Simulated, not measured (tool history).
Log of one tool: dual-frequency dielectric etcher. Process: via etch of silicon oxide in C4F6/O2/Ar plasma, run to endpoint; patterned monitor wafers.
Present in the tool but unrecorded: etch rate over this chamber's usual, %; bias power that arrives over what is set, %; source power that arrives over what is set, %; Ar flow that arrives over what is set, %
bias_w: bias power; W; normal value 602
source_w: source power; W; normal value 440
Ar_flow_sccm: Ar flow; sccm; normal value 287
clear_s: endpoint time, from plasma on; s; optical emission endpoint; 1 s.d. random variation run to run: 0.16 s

run,hour,bias_w,source_w,Ar_flow_sccm,wafers since the last listed run,hours since the last wet clean,hours since the last bias power generator calibration,hours since the last source power generator calibration,hours since the last Ar flow controller change,hours since the last upper electrode change,"incoming incoming film thickness, nm",clear_s
1,0,602,440,305,0,212.2,2485.5,4490.8,4285.8,3787.7,144.5,27.2
2,14.6,507,440,287,249,226.8,2500.1,4505.4,4300.4,3802.3,145.8,29.9
3,20.6,602,440,287,102,232.8,2506.1,4511.4,4306.4,3808.3,144.2,26.7
4,35.5,602,440,287,254,247.7,2521,4526.3,4321.3,3823.2,144.6,26.7
5,47.4,602,440,287,203,259.6,2532.9,4538.2,4333.2,3835.1,145.1,26.8
6,63.4,491,390,287,273,275.6,2548.9,4554.2,4349.2,3851.1,144.8,31.6
7,75.3,491,390,287,203,287.5,2560.8,4566.1,4361.1,3863,144.4,31.1
8,83.6,602,510,287,141,295.8,2569.1,4574.4,4369.4,3871.3,144.6,25
# hour 113.5: upper electrode replaced
9,114,602,510,287,109,326.2,2599.5,4604.8,4399.8,0.5,144.9,25
10,114.4,551,440,265,6,326.6,2599.9,4605.2,4400.2,0.9,145.2,28
# hour 128: source power generator calibrated
# hour 141.7: wet clean of the chamber
11,142.2,602,440,287,172,0.5,2627.7,14.2,4428,28.7,143.6,27
12,142.5,716,440,287,5,0.8,2628,14.5,4428.3,29,143.1,24.5
# hour 147.6: bias power generator calibrated
13,148.1,542,440,339,27,6.4,0.5,20.1,4433.9,34.6,143,29.2
14,161.1,542,440,339,221,19.4,13.5,33.1,4446.9,47.6,143.8,29.3
# hour 173.6: Ar flow controller replaced
15,175,602,440,239,134,33.3,27.4,47,1.4,61.5,144.6,26.9
16,188.3,602,360,254,227,46.6,40.7,60.3,14.7,74.8,145.6,29.8
17,202.2,702,500,348,237,60.5,54.6,74.2,28.6,88.7,146.2,24.4
18,212.5,602,440,287,175,70.8,64.9,84.5,38.9,99,145.1,26.9
19,225.2,691,440,287,216,83.5,77.6,97.2,51.6,111.7,144.8,25

For each entry between runs, how does the tool's hidden state at the last listed run before it compare with that at the first listed run after it?
After run 8, before run 9: upper electrode replaced (hour 113.5)
  etch rate over this chamber's usual, %: 4.26 -> 4.67
  measured result minus the result with no hidden state, clear_s: -1 -> -1.2 s
After run 10, before run 11: source power generator calibrated (hour 128); wet clean of the chamber (hour 141.7)
  etch rate over this chamber's usual, %: 4.68 -> 0.837
  measured result minus the result with no hidden state, clear_s: -1.3 -> -0.3 s
After run 12, before run 13: bias power generator calibrated (hour 147.6)
  etch rate over this chamber's usual, %: 0.841 -> 0.916
  measured result minus the result with no hidden state, clear_s: -0.2 -> -0.2 s
After run 14, before run 15: Ar flow controller replaced (hour 173.6)
  etch rate over this chamber's usual, %: 1.09 -> 1.28
  measured result minus the result with no hidden state, clear_s: -0.3 -> -0.3 s
